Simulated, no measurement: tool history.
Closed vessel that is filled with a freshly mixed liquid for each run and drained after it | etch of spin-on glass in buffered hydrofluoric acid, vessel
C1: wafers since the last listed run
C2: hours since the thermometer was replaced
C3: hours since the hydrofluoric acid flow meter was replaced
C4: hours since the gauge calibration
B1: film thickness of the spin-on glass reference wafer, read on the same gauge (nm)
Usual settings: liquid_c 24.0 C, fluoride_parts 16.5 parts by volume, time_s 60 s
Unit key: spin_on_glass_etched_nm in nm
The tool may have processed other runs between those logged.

run 1 hour=0.0 | liquid_c=24.0 fluoride_parts=16.5 time_s=60 | C1=0 C2=2953.0 C3=15.7 C4=41.8 | B1=100.00 | spin_on_glass_etched_nm=127.91
run 2 hour=35.0 | liquid_c=24.0 fluoride_parts=16.5 time_s=60 | C1=2557 C2=2988.0 C3=50.7 C4=76.8 | B1=100.00 | spin_on_glass_etched_nm=129.41
run 3 hour=100.8 | liquid_c=24.0 fluoride_parts=16.5 time_s=60 | C1=4807 C2=3053.8 C3=116.5 C4=142.6 | B1=100.01 | spin_on_glass_etched_nm=128.53
run 4 hour=171.1 | liquid_c=24.0 fluoride_parts=16.5 time_s=60 | C1=5136 C2=3124.1 C3=186.8 C4=212.9 | B1=100.01 | spin_on_glass_etched_nm=127.89
run 5 hour=204.6 | liquid_c=24.0 fluoride_parts=16.5 time_s=60 | C1=2447 C2=3157.6 C3=220.3 C4=246.4 | B1=99.99 | spin_on_glass_etched_nm=130.97
run 6 hour=251.7 | liquid_c=24.0 fluoride_parts=16.5 time_s=60 | C1=3441 C2=3204.7 C3=267.4 C4=293.5 | B1=99.99 | spin_on_glass_etched_nm=129.05
run 7 hour=303.6 | liquid_c=25.0 fluoride_parts=16.5 time_s=60 | C1=3792 C2=3256.6 C3=319.3 C4=345.4 | B1=100.01 | spin_on_glass_etched_nm=137.97
run 8 hour=329.8 | liquid_c=24.0 fluoride_parts=16.5 time_s=60 | C1=1914 C2=3282.8 C3=345.5 C4=371.6 | B1=100.00 | spin_on_glass_etched_nm=129.38
-- hour=347.1 thermometer replaced
-- hour=370.3 hydrofluoric acid flow meter replaced
run 9 hour=378.1 | liquid_c=28.0 fluoride_parts=19.5 time_s=40 | C1=3382 C2=31.0 C3=7.8 C4=419.9 | B1=100.01 | spin_on_glass_etched_nm=98.03
run 10 hour=441.6 | liquid_c=24.0 fluoride_parts=16.5 time_s=60 | C1=4639 C2=94.5 C3=71.3 C4=483.4 | B1=100.01 | spin_on_glass_etched_nm=139.12
-- hour=453.7 thermometer replaced, repeated, since the last time left the tool worse
run 11 hour=499.6 | liquid_c=20.0 fluoride_parts=11.0 time_s=60 | C1=4164 C2=45.9 C3=129.3 C4=541.4 | B1=100.00 | spin_on_glass_etched_nm=140.03
-- hour=520.6 gauge calibrated
run 12 hour=562.5 | liquid_c=24.0 fluoride_parts=16.5 time_s=60 | C1=4595 C2=108.8 C3=192.2 C4=41.9 | B1=100.00 | spin_on_glass_etched_nm=120.50
run 13 hour=625.2 | liquid_c=27.5 fluoride_parts=20.5 time_s=50 | C1=4581 C2=171.5 C3=254.9 C4=104.6 | B1=100.00 | spin_on_glass_etched_nm=97.41
run 14 hour=680.6 | liquid_c=22.5 fluoride_parts=14.5 time_s=75 | C1=4047 C2=226.9 C3=310.3 C4=160.0 | B1=100.00 | spin_on_glass_etched_nm=156.40
run 15 hour=737.1 | liquid_c=20.0 fluoride_parts=16.5 time_s=60 | C1=4128 C2=283.4 C3=366.8 C4=216.5 | B1=100.01 | spin_on_glass_etched_nm=94.48
run 16 hour=765.1 | liquid_c=24.0 fluoride_parts=16.5 time_s=60 | C1=2045 C2=311.4 C3=394.8 C4=244.5 | B1=99.99 | spin_on_glass_etched_nm=118.48

Here are 4 independent what-if runs from the current tool condition. What would each one return?
run A hour=765.8 | liquid_c=24.0 fluoride_parts=19.0 time_s=60 | C1=51 C2=312.1 C3=395.5 C4=245.2 | B1=? | spin_on_glass_etched_nm=?
run B hour=765.8 | liquid_c=24.0 fluoride_parts=14.5 time_s=60 | C1=51 C2=312.1 C3=395.5 C4=245.2 | B1=? | spin_on_glass_etched_nm=?
run C hour=765.8 | liquid_c=27.0 fluoride_parts=11.0 time_s=80 | C1=51 C2=312.1 C3=395.5 C4=245.2 | B1=? | spin_on_glass_etched_nm=?
run D hour=765.8 | liquid_c=25.5 fluoride_parts=16.5 time_s=60 | C1=51 C2=312.1 C3=395.5 C4=245.2 | B1=? | spin_on_glass_etched_nm=?

run=A B1=99.98 spin_on_glass_etched_nm=103.78
run=B B1=99.98 spin_on_glass_etched_nm=135.41
run=C B1=99.98 spin_on_glass_etched_nm=278.10
run=D B1=99.98 spin_on_glass_etched_nm=129.37
Had the tool no hidden state, the same runs would have come out as:
run=A spin_on_glass_etched_nm=102.09
run=B spin_on_glass_etched_nm=133.21
run=C spin_on_glass_etched_nm=273.68
run=D spin_on_glass_etched_nm=127.29

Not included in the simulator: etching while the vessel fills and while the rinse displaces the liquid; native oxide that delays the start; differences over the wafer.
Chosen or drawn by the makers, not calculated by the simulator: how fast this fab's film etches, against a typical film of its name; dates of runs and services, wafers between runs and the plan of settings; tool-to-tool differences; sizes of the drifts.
